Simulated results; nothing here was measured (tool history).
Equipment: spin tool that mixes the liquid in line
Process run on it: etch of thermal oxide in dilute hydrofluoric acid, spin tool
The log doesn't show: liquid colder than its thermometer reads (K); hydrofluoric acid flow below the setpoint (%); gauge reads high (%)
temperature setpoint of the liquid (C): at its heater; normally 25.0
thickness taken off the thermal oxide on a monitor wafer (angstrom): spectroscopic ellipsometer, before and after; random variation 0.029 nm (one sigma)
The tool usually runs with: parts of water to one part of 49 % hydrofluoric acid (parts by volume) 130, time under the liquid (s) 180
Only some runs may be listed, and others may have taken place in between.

run,hour,temperature setpoint of the liquid (C),parts of water to one part of 49 % hydrofluoric acid (parts by volume),time under the liquid (s),wafers since the last listed run,hours since the thermometer was replaced,hours since the hydrofluoric acid flow meter was replaced,hours since the gauge calibration,"read-back film thickness of the thermal oxide reference wafer, read on the same gauge (nm)",thickness taken off the thermal oxide on a monitor wafer (angstrom)
1,0.0,25.0,130,180,0,58.1,735.4,1197.5,139.99,55.6
2,104.1,26.5,130,95,767,162.2,839.5,1301.6,139.99,30.9
3,143.4,23.0,130,180,289,201.5,878.8,1340.9,140.01,50.7
# hour 187.7: hydrofluoric acid flow meter replaced
4,191.3,25.0,130,235,345,249.4,3.6,1388.8,140.00,76.7
5,241.2,25.0,130,235,367,299.3,53.5,1438.7,139.99,76.4
6,292.0,25.0,130,235,374,350.1,104.3,1489.5,139.99,76.1
7,375.0,25.0,130,180,611,433.1,187.3,1572.5,139.99,57.3
8,436.6,26.5,130,180,454,494.7,248.9,1634.1,140.01,60.8
9,509.8,26.5,130,180,539,567.9,322.1,1707.3,140.00,60.5
10,615.1,25.0,130,180,776,673.2,427.4,1812.6,139.99,57.0
11,704.5,25.0,130,180,659,762.6,516.8,1902.0,140.00,56.5
12,790.6,25.0,130,180,634,848.7,602.9,1988.1,139.99,55.8
13,911.5,23.5,170,180,891,969.6,723.8,2109.0,140.01,38.2
14,981.1,23.5,170,180,513,1039.2,793.4,2178.6,140.00,37.7
15,1080.1,28.0,130,180,729,1138.2,892.4,2277.6,140.01,61.1
16,1149.2,25.0,130,180,509,1207.3,961.5,2346.7,140.02,54.7
17,1194.2,23.5,95,180,331,1252.3,1006.5,2391.7,140.00,73.4
# hour 1243.0: hydrofluoric acid flow meter replaced
# hour 1256.5: gauge calibrated
18,1286.7,30.0,130,180,674,1344.8,43.7,30.2,139.97,70.2
# hour 1341.4: thermometer replaced
19,1389.7,29.0,130,180,751,48.3,146.7,133.2,140.00,67.7
20,1469.0,25.0,130,180,584,127.6,226.0,212.5,140.01,57.5
21,1558.9,25.0,130,180,662,217.5,315.9,302.4,140.00,57.2
22,1620.8,21.5,80,180,456,279.4,377.8,364.3,140.03,85.4
23,1678.6,25.0,130,180,426,337.2,435.6,422.1,139.99,56.5
24,1754.1,25.0,170,180,556,412.7,511.1,497.6,140.01,41.4
25,1806.8,30.0,130,180,388,465.4,563.8,550.3,140.00,68.2
26,1876.8,25.0,130,180,516,535.4,633.8,620.3,140.03,56.2
27,2149.6,22.0,130,240,2010,808.2,906.6,893.1,139.99,65.3
28,2225.8,29.0,180,245,561,884.4,982.8,969.3,140.02,58.0
29,2270.3,23.5,85,130,328,928.9,1027.3,1013.8,140.00,59.7

Below are 3 alternative next runs, each starting from the tool's condition after run 29. Predict each:
A,2270.8,25.0,130,180,3,929.4,1027.8,1014.3,?,?
B,2270.8,25.0,195,285,3,929.4,1027.8,1014.3,?,?
C,2270.8,25.0,130,95,3,929.4,1027.8,1014.3,?,?

run,"read-back film thickness of the thermal oxide reference wafer, read on the same gauge (nm)",thickness taken off the thermal oxide on a monitor wafer (angstrom)
A,140.03,54.8
B,140.03,53.4
C,140.03,28.9
The same runs, with their run-to-run variation unchanged, on a tool lacking any hidden condition would have given:
run,thickness taken off the thermal oxide on a monitor wafer (angstrom)
A,59.0
B,57.8
C,31.1
